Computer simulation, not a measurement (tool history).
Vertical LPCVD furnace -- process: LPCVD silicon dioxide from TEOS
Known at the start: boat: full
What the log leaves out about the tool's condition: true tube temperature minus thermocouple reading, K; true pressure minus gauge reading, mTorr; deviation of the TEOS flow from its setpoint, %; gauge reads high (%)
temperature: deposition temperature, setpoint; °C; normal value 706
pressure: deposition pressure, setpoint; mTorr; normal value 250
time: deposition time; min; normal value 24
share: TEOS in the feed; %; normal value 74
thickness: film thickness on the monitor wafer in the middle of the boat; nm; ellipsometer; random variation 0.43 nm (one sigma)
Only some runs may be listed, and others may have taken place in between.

run	day	temperature	pressure	time	share	wafers since the last listed run	hours since the last temperature calibration	hours since the pressure gauge was zeroed	hours since the TEOS flow controller was replaced	hours since the gauge calibration	read-back reference wafer on the same gauge, thickness	thickness
1	0	706	250	24	74	0	1328.7	2900.8	4536	757.1	207.08	190.5
2	2.833	706	250	24	74	1182	1396.7	2968.8	4604	825.1	206.93	190.25
3	4.625	706	250	24	74	747	1439.7	3011.8	4647	868.1	206.95	191.59
4	8.779	706	250	24	74	1734	1539.4	3111.5	4746.7	967.8	206.95	191.42
5	18.329	706	250	24	74	3986	1768.6	3340.7	4975.9	1197	207.05	191.89
6	20.692	706	250	24	74	986	1825.3	3397.4	5032.6	1253.7	207.08	192.31
# day 21.8: gauge calibrated
7	24.446	706	250	24	74	1567	1915.4	3487.5	5122.7	63.5	206.99	192.25
8	27.012	706	250	24	74	1071	1977	3549.1	5184.3	125.1	207.03	191.44
9	29.85	706	270	28.5	74	1184	2045.1	3617.2	5252.4	193.2	206.95	239.02
# day 31.512: TEOS flow controller replaced
10	33.083	706	270	28.5	74	932	2122.7	3694.8	37.7	270.8	206.95	238.65
# day 37.629: thermocouples replaced and temperature profile calibrated
11	37.65	706	270	28.5	74	1488	0.5	3804.4	147.3	380.4	206.93	229.02
12	39.454	706	250	24	74	753	43.8	3847.7	190.6	423.7	206.95	184.77
# day 43.925: pressure gauge zeroed
13	43.946	706	250	24	74	1457	151.6	0.5	298.4	531.5	207.1	190.17
14	45.312	706	295	24	86	570	184.4	33.3	331.2	564.3	207	224.08
15	47.433	699	250	14.5	65	885	235.3	84.2	382.1	615.2	206.86	92.25
16	50.475	703	215	24	74	1269	308.3	157.2	455.1	688.2	207.09	164.67
17	53.946	699	190	24	84	1448	391.6	240.5	538.4	771.5	207	150.6
18	56.842	706	250	24	74	1208	461.1	310	607.9	841	207.11	191.15
19	59.3	715	250	24	65	1026	520.1	369	666.9	900	206.91	219.19
20	62.475	695	210	19	80	1325	596.3	445.2	743.1	976.2	207.06	111.19
21	66.171	697	250	24	74	1542	685	533.9	831.8	1064.9	207	154.35
22	69.312	702	200	24	74	1311	760.4	609.3	907.2	1140.3	206.95	155.76

For each entry between runs, how does the tool's hidden state at the last listed run before it compare with that at the first listed run after it?
After run 6, before run 7: gauge calibrated (day 21.8)
  true tube temperature minus thermocouple reading, K: 1.73 -> 1.8
  difference, measured minus the result without the unlogged condition, thickness: +2.69 -> +2.96 nm
After run 9, before run 10: TEOS flow controller replaced (day 31.512)
  true tube temperature minus thermocouple reading, K: 1.9 -> 1.96
  difference, measured minus the result without the unlogged condition, thickness: +4.65 -> +4.94 nm
After run 10, before run 11: thermocouples replaced and temperature profile calibrated (day 37.629)
  true tube temperature minus thermocouple reading, K: 1.96 -> 0.0926; true pressure minus gauge reading, mTorr: -12.6 -> -12.7
  difference, measured minus the result without the unlogged condition, thickness: +4.94 -> -5.08 nm
After run 12, before run 13: pressure gauge zeroed (day 43.925)
  true tube temperature minus thermocouple reading, K: 0.126 -> 0.21; true pressure minus gauge reading, mTorr: -12.7 -> 1.87
  difference, measured minus the result without the unlogged condition, thickness: -4.34 -> +1.61 nm

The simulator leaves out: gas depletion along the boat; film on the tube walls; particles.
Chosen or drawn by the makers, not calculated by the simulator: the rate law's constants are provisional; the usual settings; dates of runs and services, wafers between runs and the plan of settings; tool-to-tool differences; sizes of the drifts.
